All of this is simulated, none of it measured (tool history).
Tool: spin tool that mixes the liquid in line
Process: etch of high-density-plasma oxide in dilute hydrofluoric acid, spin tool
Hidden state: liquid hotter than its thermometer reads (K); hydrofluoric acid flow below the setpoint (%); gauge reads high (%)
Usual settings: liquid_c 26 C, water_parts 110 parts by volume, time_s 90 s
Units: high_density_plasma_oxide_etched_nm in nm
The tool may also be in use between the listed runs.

run	hour	liquid_c	water_parts	time_s	wafers since the last listed run	hours since the thermometer was replaced	hours since the hydrofluoric acid flow meter was replaced	hours since the gauge calibration	read-back film thickness of the high-density-plasma oxide reference wafer, read on the same gauge (nm)	high_density_plasma_oxide_etched_nm
1	0	26	110	90	0	637.7	443.1	481.9	50.01	6.83
2	48.8	26	110	90	687	686.5	491.9	530.7	49.99	6.89
3	110.3	27.5	110	90	867	748	553.4	592.2	50	7.18
4	176.8	27.5	110	90	937	814.5	619.9	658.7	50.01	7.32
5	258.4	27.5	110	90	1150	896.1	701.5	740.3	50.02	7.43
# hour 504.2: thermometer replaced
6	506.7	26	110	90	3486	2.5	949.8	988.6	49.98	6.32
7	576.5	26	110	90	984	72.3	1019.6	1058.4	50.02	6.41
8	622.8	26	110	90	652	118.6	1065.9	1104.7	50	6.37
9	735.8	26	110	90	1593	231.6	1178.9	1217.7	49.98	6.47
10	786.1	24	110	125	709	281.9	1229.2	1268	49.99	8.31
11	863.3	23	110	90	1088	359.1	1306.4	1345.2	49.99	5.78
12	926.3	26	80	90	888	422.1	1369.4	1408.2	50	9.38
# hour 941: hydrofluoric acid flow meter replaced
# hour 993.5: gauge calibrated
13	1029.8	24.5	110	90	1445	525.6	88.8	36.3	50.01	6.51
14	1080.2	26	110	90	710	576	139.2	86.7	50	6.89
15	1178.4	26	110	90	1384	674.2	237.4	184.9	49.99	6.9
16	1252.7	22.5	90	35	1047	748.5	311.7	259.2	50.01	2.94
17	1307.2	29	135	125	768	803	366.2	313.7	50	8.47
18	1375.4	27.5	110	90	961	871.2	434.4	381.9	49.99	7.47
19	1433.2	26	85	90	814	929	492.2	439.7	49.99	9.46

Hidden state or all else? Some run-to-run changes of high_density_plasma_oxide_etched_nm, split into what the settings, what came in and random variation would give without the hidden state, and what is left for the hidden state (with any gauge scatter that isn't in both results):
Run 5 -> 6: liquid_c 27.5 -> 26, thermometer replaced. high_density_plasma_oxide_etched_nm -1.11 nm: hidden state -0.57, all else -0.54.
Run 16 -> 17: liquid_c 22.5 -> 29, water_parts 90 -> 135, time_s 35 -> 125. high_density_plasma_oxide_etched_nm +5.53 nm: hidden state +0.33, all else +5.2.
